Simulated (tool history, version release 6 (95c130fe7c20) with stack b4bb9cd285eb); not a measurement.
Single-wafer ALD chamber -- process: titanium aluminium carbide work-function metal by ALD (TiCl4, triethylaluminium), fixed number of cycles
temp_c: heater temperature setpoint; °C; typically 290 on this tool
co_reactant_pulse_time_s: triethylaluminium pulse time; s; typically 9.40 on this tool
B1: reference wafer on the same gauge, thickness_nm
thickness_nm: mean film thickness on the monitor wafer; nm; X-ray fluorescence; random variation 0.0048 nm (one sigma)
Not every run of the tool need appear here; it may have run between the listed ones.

{"run": 1, "hour": 0.0, "temp_c": 283, "co_reactant_pulse_time_s": 8.59, "B1": 1.739, "thickness_nm": 1.8}
{"run": 2, "hour": 55.9, "temp_c": 295, "co_reactant_pulse_time_s": 9.4, "B1": 1.74, "thickness_nm": 1.937}
{"run": 3, "hour": 131.1, "temp_c": 295, "co_reactant_pulse_time_s": 9.4, "B1": 1.739, "thickness_nm": 1.939}
{"run": 4, "hour": 175.0, "temp_c": 285, "co_reactant_pulse_time_s": 9.4, "B1": 1.738, "thickness_nm": 1.838}
{"run": 5, "hour": 233.8, "temp_c": 290, "co_reactant_pulse_time_s": 9.4, "B1": 1.74, "thickness_nm": 1.893}
{"run": 6, "hour": 291.5, "temp_c": 290, "co_reactant_pulse_time_s": 9.4, "B1": 1.74, "thickness_nm": 1.893}
{"run": 7, "hour": 335.0, "temp_c": 293, "co_reactant_pulse_time_s": 9.4, "B1": 1.741, "thickness_nm": 1.915}
{"run": 8, "hour": 372.5, "temp_c": 293, "co_reactant_pulse_time_s": 9.4, "B1": 1.74, "thickness_nm": 1.91}
{"hour": 456.4, "done": "triethylaluminium bottle replaced"}
{"run": 9, "hour": 476.9, "temp_c": 296, "co_reactant_pulse_time_s": 9.4, "B1": 1.74, "thickness_nm": 1.95}
{"run": 10, "hour": 531.9, "temp_c": 282, "co_reactant_pulse_time_s": 11.87, "B1": 1.741, "thickness_nm": 1.849}
{"run": 11, "hour": 632.3, "temp_c": 283, "co_reactant_pulse_time_s": 6.44, "B1": 1.738, "thickness_nm": 1.681}
{"run": 12, "hour": 733.4, "temp_c": 283, "co_reactant_pulse_time_s": 6.44, "B1": 1.742, "thickness_nm": 1.67}
{"run": 13, "hour": 803.0, "temp_c": 283, "co_reactant_pulse_time_s": 12.05, "B1": 1.739, "thickness_nm": 1.857}
{"run": 14, "hour": 894.2, "temp_c": 297, "co_reactant_pulse_time_s": 7.49, "B1": 1.738, "thickness_nm": 1.864}
{"run": 15, "hour": 992.5, "temp_c": 290, "co_reactant_pulse_time_s": 11.17, "B1": 1.741, "thickness_nm": 1.9}
{"run": 16, "hour": 1045.1, "temp_c": 304, "co_reactant_pulse_time_s": 10.8, "B1": 1.739, "thickness_nm": 2.032}
{"hour": 1071.6, "done": "thermocouple changed; heater temperature recalibrated"}
{"run": 17, "hour": 1150.3, "temp_c": 290, "co_reactant_pulse_time_s": 9.4, "B1": 1.74, "thickness_nm": 1.905}
{"run": 18, "hour": 1189.4, "temp_c": 305, "co_reactant_pulse_time_s": 9.4, "B1": 1.74, "thickness_nm": 2.055}
{"run": 19, "hour": 1250.0, "temp_c": 275, "co_reactant_pulse_time_s": 7.25, "B1": 1.74, "thickness_nm": 1.673}
{"hour": 1351.7, "done": "showerhead replaced"}
{"run": 20, "hour": 1359.8, "temp_c": 277, "co_reactant_pulse_time_s": 10.84, "B1": 1.741, "thickness_nm": 1.802}
{"hour": 1407.0, "done": "triethylaluminium bottle replaced"}
{"run": 21, "hour": 1445.1, "temp_c": 296, "co_reactant_pulse_time_s": 12.52, "B1": 1.738, "thickness_nm": 2.012}

Run 22 has not been measured yet. What should we expect?
{"run": 22, "hour": 1538.3, "temp_c": 290, "co_reactant_pulse_time_s": 6.99, "B1": "?", "thickness_nm": "?"}

B1: 1.738
thickness_nm: 1.789 nm
Minus the tool's unlogged condition, the same run would have read thickness_nm 1.795 nm.

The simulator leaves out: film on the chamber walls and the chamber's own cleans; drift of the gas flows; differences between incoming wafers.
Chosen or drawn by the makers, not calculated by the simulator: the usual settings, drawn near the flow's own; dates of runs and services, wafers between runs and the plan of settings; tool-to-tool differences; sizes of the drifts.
